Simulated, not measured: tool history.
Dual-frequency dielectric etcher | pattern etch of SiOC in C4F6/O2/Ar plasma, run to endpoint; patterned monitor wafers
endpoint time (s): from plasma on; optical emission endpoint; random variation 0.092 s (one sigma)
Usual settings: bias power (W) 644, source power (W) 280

| run | day | bias power (W) | source power (W) | wafers since the last listed run | hours since the last wet clean | hours since the last bias power generator calibration | hours since the last source power generator calibration | hours since the last upper electrode change | incoming incoming film thickness, nm | endpoint time (s) |
|---|---|---|---|---|---|---|---|---|---|---|
| 1 | 0.000 | 644 | 280 | 0 | 167.6 | 4149.0 | 3559.1 | 2980.7 | 46.88 | 16.4 |
| 2 | 1.396 | 644 | 280 | 458 | 201.1 | 4182.5 | 3592.6 | 3014.2 | 47.14 | 16.2 |
| 3 | 2.779 | 644 | 280 | 453 | 234.3 | 4215.7 | 3625.8 | 3047.4 | 47.68 | 16.4 |
| 4 | 3.292 | 644 | 240 | 168 | 246.6 | 4228.0 | 3638.1 | 3059.7 | 47.29 | 17.6 |
| 5 | 4.000 | 644 | 320 | 232 | 263.6 | 4245.0 | 3655.1 | 3076.7 | 47.48 | 15.4 |
| 6 | 4.788 | 644 | 320 | 258 | 282.5 | 4263.9 | 3674.0 | 3095.6 | 47.31 | 15.4 |
| 7 | 6.025 | 644 | 320 | 406 | 312.2 | 4293.6 | 3703.7 | 3125.3 | 47.07 | 15.2 |
| 8 | 6.812 | 644 | 280 | 258 | 331.1 | 4312.5 | 3722.6 | 3144.2 | 47.18 | 16.4 |
| 9 | 8.083 | 644 | 280 | 417 | 361.6 | 4343.0 | 3753.1 | 3174.7 | 47.26 | 16.2 |
| 10 | 8.817 | 644 | 280 | 240 | 379.2 | 4360.6 | 3770.7 | 3192.3 | 47.46 | 16.2 |
|  | 10.333 | upper electrode replaced |
| 11 | 10.354 | 644 | 250 | 176 | 416.1 | 4397.5 | 3807.6 | 0.5 | 47.21 | 17.2 |
| 12 | 11.267 | 644 | 250 | 299 | 438.0 | 4419.4 | 3829.5 | 22.4 | 47.80 | 17.3 |
|  | 12.921 | wet clean of the chamber |
| 13 | 12.942 | 644 | 250 | 221 | 0.5 | 4459.6 | 3869.7 | 62.6 | 47.15 | 17.3 |
| 14 | 12.954 | 644 | 310 | 4 | 0.8 | 4459.9 | 3870.0 | 62.9 | 47.14 | 15.6 |
| 15 | 13.842 | 644 | 310 | 291 | 22.1 | 4481.2 | 3891.3 | 84.2 | 47.12 | 15.5 |
| 16 | 14.742 | 644 | 280 | 295 | 43.7 | 4502.8 | 3912.9 | 105.8 | 47.22 | 16.3 |
| 17 | 15.904 | 644 | 280 | 381 | 71.6 | 4530.7 | 3940.8 | 133.7 | 47.20 | 16.4 |
| 18 | 16.675 | 769 | 330 | 252 | 90.1 | 4549.2 | 3959.3 | 152.2 | 47.43 | 14.2 |
|  | 17.354 | source power generator calibrated |
| 19 | 17.562 | 487 | 280 | 236 | 111.4 | 4570.5 | 5.0 | 173.5 | 46.97 | 18.1 |
|  | 17.846 | bias power generator calibrated |
| 20 | 18.904 | 689 | 240 | 385 | 143.6 | 25.4 | 37.2 | 205.7 | 47.36 | 17.2 |
| 21 | 19.771 | 603 | 210 | 284 | 164.4 | 46.2 | 58.0 | 226.5 | 47.16 | 19.3 |
| 22 | 20.667 | 717 | 280 | 293 | 185.9 | 67.7 | 79.5 | 248.0 | 46.81 | 15.5 |
| 23 | 21.483 | 769 | 330 | 267 | 205.5 | 87.3 | 99.1 | 267.6 | 47.30 | 13.9 |
| 24 | 22.221 | 749 | 250 | 242 | 223.2 | 105.0 | 116.8 | 285.3 | 46.99 | 16.0 |
| 25 | 23.379 | 769 | 260 | 380 | 251.0 | 132.8 | 144.6 | 313.1 | 47.03 | 15.6 |

Forecast run 26:
| 26 | 24.808 | 572 | 220 | 468 | 285.3 | 167.1 | 178.9 | 347.4 | 47.39 | ? |

Run 26 gave endpoint time (s) 19.4.
Without the tool's hidden state the same run would have given endpoint time (s) 19.4.

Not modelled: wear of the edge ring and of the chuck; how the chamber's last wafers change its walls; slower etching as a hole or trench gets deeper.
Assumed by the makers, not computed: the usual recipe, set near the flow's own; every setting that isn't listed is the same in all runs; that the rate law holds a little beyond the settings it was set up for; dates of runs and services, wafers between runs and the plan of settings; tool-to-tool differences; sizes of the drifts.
